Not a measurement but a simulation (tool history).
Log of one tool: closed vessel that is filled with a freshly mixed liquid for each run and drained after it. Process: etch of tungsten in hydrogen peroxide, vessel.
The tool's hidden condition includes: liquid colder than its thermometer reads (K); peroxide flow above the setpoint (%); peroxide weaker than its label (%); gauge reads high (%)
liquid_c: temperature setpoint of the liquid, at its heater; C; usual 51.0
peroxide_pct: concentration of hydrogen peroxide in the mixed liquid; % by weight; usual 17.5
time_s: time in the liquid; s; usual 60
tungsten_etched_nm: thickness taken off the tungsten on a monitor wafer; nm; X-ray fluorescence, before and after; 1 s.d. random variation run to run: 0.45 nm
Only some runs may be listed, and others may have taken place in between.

run,day,liquid_c,peroxide_pct,time_s,wafers since the last listed run,hours since the thermometer was replaced,hours since the peroxide flow meter was replaced,hours since the drum of peroxide was connected,hours since the gauge calibration,"read-back film thickness of the tungsten reference wafer, read on the same gauge (nm)",tungsten_etched_nm
1,0.000,51.0,13.5,60,0,1112.8,150.5,1161.4,656.9,50.02,106.27
2,1.471,51.0,17.5,60,2266,1148.1,185.8,1196.7,692.2,50.01,120.62
3,2.062,51.0,17.5,60,911,1162.3,200.0,1210.9,706.4,50.00,121.15
4,3.050,51.0,17.5,60,1522,1186.0,223.7,1234.6,730.1,50.00,120.52
5,4.229,51.0,17.5,60,1817,1214.3,252.0,1262.9,758.4,50.02,120.89
# day 4.712: gauge calibrated
# day 4.775: thermometer replaced
6,4.808,51.0,16.0,60,828,0.8,265.9,1276.8,2.3,50.02,115.12
7,5.775,57.0,13.0,60,1489,24.0,289.1,1300.0,25.5,49.98,148.79
8,6.954,43.5,22.0,60,1817,52.3,317.4,1328.3,53.8,49.99,84.34
9,7.579,42.5,17.5,60,963,67.3,332.4,1343.3,68.8,50.00,71.19
10,8.242,51.0,17.5,90,1021,83.2,348.3,1359.2,84.7,50.01,181.88
11,9.188,46.0,16.0,85,1457,105.9,371.0,1381.9,107.4,50.01,120.32
# day 9.488: new drum of peroxide connected
12,9.858,57.5,22.0,90,969,122.0,387.1,8.9,123.5,49.99,306.57
# day 11.550: peroxide flow meter replaced
13,13.338,51.0,19.5,35,5298,205.5,42.9,92.4,207.0,50.01,76.79
14,13.967,56.5,17.5,30,969,220.6,58.0,107.5,222.1,50.01,85.16
15,14.471,48.0,22.0,85,777,232.7,70.1,119.6,234.2,50.00,162.89
16,15.454,60.5,17.5,60,1515,256.3,93.7,143.2,257.8,49.99,215.59
17,16.504,51.0,21.5,90,1618,281.5,118.9,168.4,283.0,49.99,205.55
18,17.854,51.0,17.5,60,2080,313.9,151.3,200.8,315.4,50.00,122.90
19,19.208,51.0,17.5,60,2087,346.4,183.8,233.3,347.9,50.00,122.82

Run 20 comes next. What will it give?
20,20.375,41.5,13.5,60,1798,374.4,211.8,261.3,375.9,?,?

Run 20 measured read-back film thickness of the tungsten reference wafer, read on the same gauge (nm) 49.98, tungsten_etched_nm 59.56 nm.
Minus the tool's unlogged condition, the same run would have read tungsten_etched_nm 59.84 nm.
